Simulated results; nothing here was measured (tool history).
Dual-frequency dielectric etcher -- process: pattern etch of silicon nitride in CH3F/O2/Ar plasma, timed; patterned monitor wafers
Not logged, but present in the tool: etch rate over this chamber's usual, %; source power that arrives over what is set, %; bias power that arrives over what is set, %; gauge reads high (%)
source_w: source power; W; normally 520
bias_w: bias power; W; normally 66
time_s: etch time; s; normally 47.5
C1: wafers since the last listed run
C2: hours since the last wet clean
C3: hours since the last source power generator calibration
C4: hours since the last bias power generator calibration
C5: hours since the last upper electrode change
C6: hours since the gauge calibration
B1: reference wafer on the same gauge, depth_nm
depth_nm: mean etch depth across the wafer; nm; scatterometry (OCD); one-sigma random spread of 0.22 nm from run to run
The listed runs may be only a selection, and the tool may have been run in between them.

Run 1, hour 0.0: usual settings; C1 0; C2 62.9; C3 1651.2; C4 2274.9; C5 2089.7; C6 256.2; B1 29.71. Result: depth_nm 36.05 nm.
Run 2, hour 99.5: usual settings; C1 1493; C2 162.4; C3 1750.7; C4 2374.4; C5 2189.2; C6 355.7; B1 29.68. Result: depth_nm 36.52 nm.
Run 3, hour 167.7: usual settings; C1 1024; C2 230.6; C3 1818.9; C4 2442.6; C5 2257.4; C6 423.9; B1 29.69. Result: depth_nm 36.80 nm.
At hour 269.5: gauge calibrated.
Run 4, hour 270.8: usual settings; C1 1548; C2 333.7; C3 1922.0; C4 2545.7; C5 2360.5; C6 1.3; B1 29.71. Result: depth_nm 36.97 nm.
At hour 279.1: source power generator calibrated.
At hour 341.4: upper electrode replaced.
Run 5, hour 341.9: usual settings; C1 647; C2 404.8; C3 62.8; C4 2616.8; C5 0.5; C6 72.4; B1 29.70. Result: depth_nm 37.47 nm.
Run 6, hour 375.8: usual settings; C1 509; C2 438.7; C3 96.7; C4 2650.7; C5 34.4; C6 106.3; B1 29.70. Result: depth_nm 37.35 nm.
At hour 436.3: wet clean of the chamber.
Run 7, hour 436.8: usual settings; C1 555; C2 0.5; C3 157.7; C4 2711.7; C5 95.4; C6 167.3; B1 29.67. Result: depth_nm 36.46 nm.
Run 8, hour 498.3: usual settings but source_w 410 W; C1 923; C2 62.0; C3 219.2; C4 2773.2; C5 156.9; C6 228.8; B1 29.68. Result: depth_nm 34.26 nm.
Run 9, hour 537.9: usual settings but source_w 600 W, bias_w 80 W, time_s 55.5 s; C1 594; C2 101.6; C3 258.8; C4 2812.8; C5 196.5; C6 268.4; B1 29.67. Result: depth_nm 48.89 nm.
Run 10, hour 583.3: usual settings but source_w 430 W, bias_w 76 W; C1 681; C2 147.0; C3 304.2; C4 2858.2; C5 241.9; C6 313.8; B1 29.69. Result: depth_nm 36.64 nm.
At hour 672.3: bias power generator calibrated.
Run 11, hour 672.9: usual settings but bias_w 59 W, time_s 34.0 s; C1 1285; C2 236.6; C3 393.8; C4 0.6; C5 331.5; C6 403.4; B1 29.67. Result: depth_nm 25.54 nm.
Run 12, hour 715.2: usual settings but source_w 440 W, time_s 54.0 s; C1 635; C2 278.9; C3 436.1; C4 42.9; C5 373.8; C6 445.7; B1 29.71. Result: depth_nm 40.39 nm.
Run 13, hour 767.0: usual settings; C1 777; C2 330.7; C3 487.9; C4 94.7; C5 425.6; C6 497.5; B1 29.72. Result: depth_nm 37.31 nm.
At hour 816.9: gauge calibrated.
Run 14, hour 841.7: usual settings; C1 1121; C2 405.4; C3 562.6; C4 169.4; C5 500.3; C6 24.8; B1 29.71. Result: depth_nm 37.33 nm.

5 ways to go on from here, each from the tool as it stands after run 14. What would each give?
Run A, hour 842.1: usual settings; C1 6; C2 405.8; C3 563.0; C4 169.8; C5 500.7; C6 25.2; B1 ?. Result: depth_nm ?.
Run B, hour 842.1: usual settings but source_w 600 W, bias_w 74 W, time_s 60.0 s; C1 6; C2 405.8; C3 563.0; C4 169.8; C5 500.7; C6 25.2; B1 ?. Result: depth_nm ?.
Run C, hour 842.1: usual settings but bias_w 74 W; C1 6; C2 405.8; C3 563.0; C4 169.8; C5 500.7; C6 25.2; B1 ?. Result: depth_nm ?.
Run D, hour 842.1: usual settings but source_w 620 W, bias_w 57 W, time_s 58.5 s; C1 6; C2 405.8; C3 563.0; C4 169.8; C5 500.7; C6 25.2; B1 ?. Result: depth_nm ?.
Run E, hour 842.1: usual settings but source_w 450 W, bias_w 81 W, time_s 41.5 s; C1 6; C2 405.8; C3 563.0; C4 169.8; C5 500.7; C6 25.2; B1 ?. Result: depth_nm ?.

run     B1  depth_nm
  A  29.72     37.97
  B  29.72     52.53
  C  29.72     39.70
  D  29.72     46.87
  E  29.72     34.34
With no hidden state in the tool, these same runs would have given:
run  depth_nm
  A     36.51
  B     50.51
  C     38.17
  D     45.07
  E     33.02

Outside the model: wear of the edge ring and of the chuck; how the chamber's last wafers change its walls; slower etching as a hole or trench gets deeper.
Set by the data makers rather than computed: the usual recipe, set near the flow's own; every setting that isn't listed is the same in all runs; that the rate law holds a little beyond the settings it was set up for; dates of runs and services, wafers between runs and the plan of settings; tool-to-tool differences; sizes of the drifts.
